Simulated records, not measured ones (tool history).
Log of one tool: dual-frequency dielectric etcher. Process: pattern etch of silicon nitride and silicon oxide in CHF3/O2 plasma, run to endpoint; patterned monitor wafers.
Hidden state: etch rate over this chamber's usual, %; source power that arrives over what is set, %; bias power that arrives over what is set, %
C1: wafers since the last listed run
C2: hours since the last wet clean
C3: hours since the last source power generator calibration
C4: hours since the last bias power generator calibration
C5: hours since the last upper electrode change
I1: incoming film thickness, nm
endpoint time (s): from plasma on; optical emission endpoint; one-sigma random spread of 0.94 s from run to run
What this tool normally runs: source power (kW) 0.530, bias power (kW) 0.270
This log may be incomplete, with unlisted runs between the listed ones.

Run 1, day 0.000: usual settings but source power (kW) 0.440, bias power (kW) 0.219; C1 0; C2 285.5; C3 2644.5; C4 3326.0; C5 3304.8; I1 262.9. Result: endpoint time (s) 185.4.
Run 2, day 2.071: usual settings but source power (kW) 0.440, bias power (kW) 0.219; C1 222; C2 335.2; C3 2694.2; C4 3375.7; C5 3354.5; I1 261.1. Result: endpoint time (s) 184.6.
Run 3, day 2.538: usual settings but source power (kW) 0.460, bias power (kW) 0.247; C1 50; C2 346.4; C3 2705.4; C4 3386.9; C5 3365.7; I1 264.7. Result: endpoint time (s) 179.2.
Run 4, day 4.433: usual settings but source power (kW) 0.570; C1 203; C2 391.9; C3 2750.9; C4 3432.4; C5 3411.2; I1 260.4. Result: endpoint time (s) 159.9.
Run 5, day 4.908: usual settings but source power (kW) 0.570; C1 51; C2 403.3; C3 2762.3; C4 3443.8; C5 3422.6; I1 262.8. Result: endpoint time (s) 160.8.
Run 6, day 5.371: usual settings but source power (kW) 0.570; C1 49; C2 414.4; C3 2773.4; C4 3454.9; C5 3433.7; I1 260.4. Result: endpoint time (s) 161.6.
At day 7.275: source power generator calibrated.
At day 7.808: upper electrode replaced.
At day 8.050: wet clean of the chamber.
At day 8.204: bias power generator calibrated.
Run 7, day 8.225: usual settings; C1 188; C2 4.2; C3 22.8; C4 0.5; C5 10.0; I1 263.6. Result: endpoint time (s) 156.4.
Run 8, day 8.238: usual settings; C1 1; C2 4.5; C3 23.1; C4 0.8; C5 10.3; I1 262.6. Result: endpoint time (s) 155.1.
Run 9, day 8.625: usual settings; C1 41; C2 13.8; C3 32.4; C4 10.1; C5 19.6; I1 262.4. Result: endpoint time (s) 156.0.
Run 10, day 9.308: usual settings; C1 73; C2 30.2; C3 48.8; C4 26.5; C5 36.0; I1 265.8. Result: endpoint time (s) 159.6.
Run 11, day 9.704: usual settings; C1 42; C2 39.7; C3 58.3; C4 36.0; C5 45.5; I1 260.8. Result: endpoint time (s) 156.5.
Run 12, day 10.088: usual settings; C1 41; C2 48.9; C3 67.5; C4 45.2; C5 54.7; I1 263.1. Result: endpoint time (s) 157.8.
Run 13, day 10.508: usual settings; C1 45; C2 59.0; C3 77.6; C4 55.3; C5 64.8; I1 259.1. Result: endpoint time (s) 153.3.
Run 14, day 11.254: usual settings; C1 80; C2 76.9; C3 95.5; C4 73.2; C5 82.7; I1 262.9. Result: endpoint time (s) 157.9.
Run 15, day 11.992: usual settings; C1 79; C2 94.6; C3 113.2; C4 90.9; C5 100.4; I1 260.6. Result: endpoint time (s) 156.8.
Run 16, day 12.279: usual settings but source power (kW) 0.570, bias power (kW) 0.318; C1 30; C2 101.5; C3 120.1; C4 97.8; C5 107.3; I1 260.4. Result: endpoint time (s) 145.2.

What does the tool deliver on the next run?
Run 17, day 12.946: usual settings but source power (kW) 0.580, bias power (kW) 0.208; C1 71; C2 117.5; C3 136.1; C4 113.8; C5 123.3; I1 261.2. Result: endpoint time (s) ?.

endpoint time (s): 165.2
Minus the tool's unlogged condition, the same run would have read endpoint time (s) 163.8.
